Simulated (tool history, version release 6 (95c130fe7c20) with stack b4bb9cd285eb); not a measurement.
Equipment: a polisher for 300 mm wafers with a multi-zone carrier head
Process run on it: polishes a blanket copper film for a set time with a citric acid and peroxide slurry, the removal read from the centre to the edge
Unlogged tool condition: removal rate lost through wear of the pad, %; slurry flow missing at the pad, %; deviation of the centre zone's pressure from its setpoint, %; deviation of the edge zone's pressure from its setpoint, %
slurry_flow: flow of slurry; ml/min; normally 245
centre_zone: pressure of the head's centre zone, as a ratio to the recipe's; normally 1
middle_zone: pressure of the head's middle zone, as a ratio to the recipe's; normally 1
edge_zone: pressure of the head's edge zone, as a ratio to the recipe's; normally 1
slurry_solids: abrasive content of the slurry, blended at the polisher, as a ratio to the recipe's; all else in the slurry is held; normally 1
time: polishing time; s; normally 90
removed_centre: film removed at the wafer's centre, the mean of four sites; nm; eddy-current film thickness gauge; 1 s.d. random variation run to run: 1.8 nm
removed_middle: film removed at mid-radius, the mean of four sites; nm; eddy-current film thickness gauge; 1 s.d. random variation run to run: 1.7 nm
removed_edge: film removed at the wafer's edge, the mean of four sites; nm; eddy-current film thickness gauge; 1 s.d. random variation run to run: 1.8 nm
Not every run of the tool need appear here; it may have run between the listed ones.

run     day  slurry_flow  centre_zone  middle_zone  edge_zone  slurry_solids  time  wafers since the last listed run  wafers polished on this pad  hours since the slurry nozzle was cleaned  hours since the centre zone pressure was calibrated  hours since the edge zone pressure was calibrated  hours since the carrier head's membrane was replaced  incoming thickness of the incoming film, nm  removed_centre  removed_middle  removed_edge
  1       0          245            1            1          1              1    90                                 0                          374                                      363.2                                                991.2                                              583.8                                                1787.9                                       1168.6           208.3           204.6         196.1
  2   0.304          245            1            1          1              1    90                                53                          427                                      370.5                                                998.5                                              591.1                                                1795.2                                       1182.2           206.4           200.7         199.9
  3   0.675          245            1            1          1              1    90                                64                          492                                      379.4                                               1007.4                                                600                                                1804.1                                       1194.8           206.3           205.2         198.1
      0.975  -- worn pad replaced by a new one
  4    1.05          245            1            1          1              1    90                                36                           13                                      388.4                                               1016.4                                                609                                                1813.1                                       1155.4           204.3           205.1         200.2
  5   1.483          245            1            1          1              1    90                                75                           88                                      398.8                                               1026.8                                              619.4                                                1823.5                                       1185.4           203.6           203.8           201
  6   2.192          245            1            1          1              1    90                               123                          212                                      415.8                                               1043.8                                              636.4                                                1840.5                                       1169.5           202.5           202.7         202.2
  7   2.854          245            1            1          1              1    90                               115                          327                                      431.7                                               1059.7                                              652.3                                                1856.4                                       1167.2           204.1           202.8         200.9
  8   3.179          245         0.91         1.06          1              1    90                                56                          384                                      439.5                                               1067.5                                              660.1                                                1864.2                                       1182.6           187.6           210.7         199.6
      3.462  -- slurry nozzle cleaned
      3.662  -- carrier head's membrane replaced by a new one
  9   3.683          245            1            1          1              1    90                                45                          430                                        5.3                                               1079.6                                              672.2                                                   0.5                                       1204.1           207.8           206.7         197.2
 10   3.871          245         1.12         1.12          1           0.85    63                                32                          462                                        9.8                                               1084.1                                              676.7                                                     5                                       1195.4           155.4           150.7           135
      4.175  -- worn pad replaced by a new one
      5.333  -- edge zone pressure recalibrated
 11   5.962          315            1         1.11          1            0.7    90                               321                          297                                         60                                               1134.3                                               15.1                                                  55.2                                       1194.7           188.8           202.6         185.8
 12   6.654          245            1            1          1              1    90                               120                          417                                       76.6                                               1150.9                                               31.7                                                  71.8                                       1187.3           201.6           206.6         199.6
 13   7.292          245            1         1.04          1           0.85    72                               111                          528                                       91.9                                               1166.2                                                 47                                                  87.1                                       1167.4             156           160.3         153.2
      7.671  -- worn pad replaced by a new one
      7.692  -- centre zone pressure recalibrated
 14   7.833          180            1            1          1           1.25   111                                62                           25                                      104.9                                                  3.4                                                 60                                                 100.1                                       1164.3           256.5           260.1         254.1
 15   8.138          245            1            1          1              1    73                                53                           78                                      112.2                                                 10.7                                               67.3                                                 107.4                                       1188.7           164.4             166         161.9
 16   9.867          220            1         0.95          1              1   116                               301                          379                                      153.7                                                 52.2                                              108.8                                                 148.9                                       1192.4           258.2           249.2         256.9
 17  10.371          245         1.04            1          1              1    90                                87                          467                                      165.8                                                 64.3                                              120.9                                                   161                                       1180.5           210.3           204.3           201
 18  10.958          220            1         0.95          1              1   116                               102                          569                                      179.9                                                 78.4                                                135                                                 175.1                                         1181           259.3           252.7         255.6
     11.533  -- worn pad replaced by a new one
 19  13.038          245            1            1          1              1    90                               333                          262                                      229.8                                                128.3                                              184.9                                                   225                                         1178           207.4           206.3         200.6
 20  13.542          245            1            1          1              1    90                                87                          349                                      241.9                                                140.4                                                197                                                 237.1                                       1189.5           203.8           202.8           204

Predict each of these 5 candidate next runs independently; none follows another, all start after run 20:
  A  13.558          245         1.03            1          1              1    90                                 2                          352                                      242.3                                                140.8                                              197.4                                                 237.5                                       1189.2               ?               ?             ?
  B  13.558          245            1         1.05          1            0.8    90                                 2                          352                                      242.3                                                140.8                                              197.4                                                 237.5                                       1189.2               ?               ?             ?
  C  13.558          225         1.05            1          1              1    60                                 2                          352                                      242.3                                                140.8                                              197.4                                                 237.5                                       1189.2               ?               ?             ?
  D  13.558          245            1         1.07          1            0.8    98                                 2                          352                                      242.3                                                140.8                                              197.4                                                 237.5                                       1189.2               ?               ?             ?
  E  13.558          245            1            1          1              1   115                                 2                          352                                      242.3                                                140.8                                              197.4                                                 237.5                                       1189.2               ?               ?             ?

run  removed_centre  removed_middle  removed_edge
  A           212.6           203.1         198.8
  B           193.7           198.5         186.5
  C           142.9           134.1         131.6
  D             211           219.6           203
  E           263.6           259.6           254
With no hidden state in the tool, these same runs would have given:
run  removed_centre  removed_middle  removed_edge
  A           212.6           203.1         198.8
  B           193.7           198.5         186.5
  C           142.9           134.1         131.6
  D             211           219.6           203
  E           263.6           259.6           254
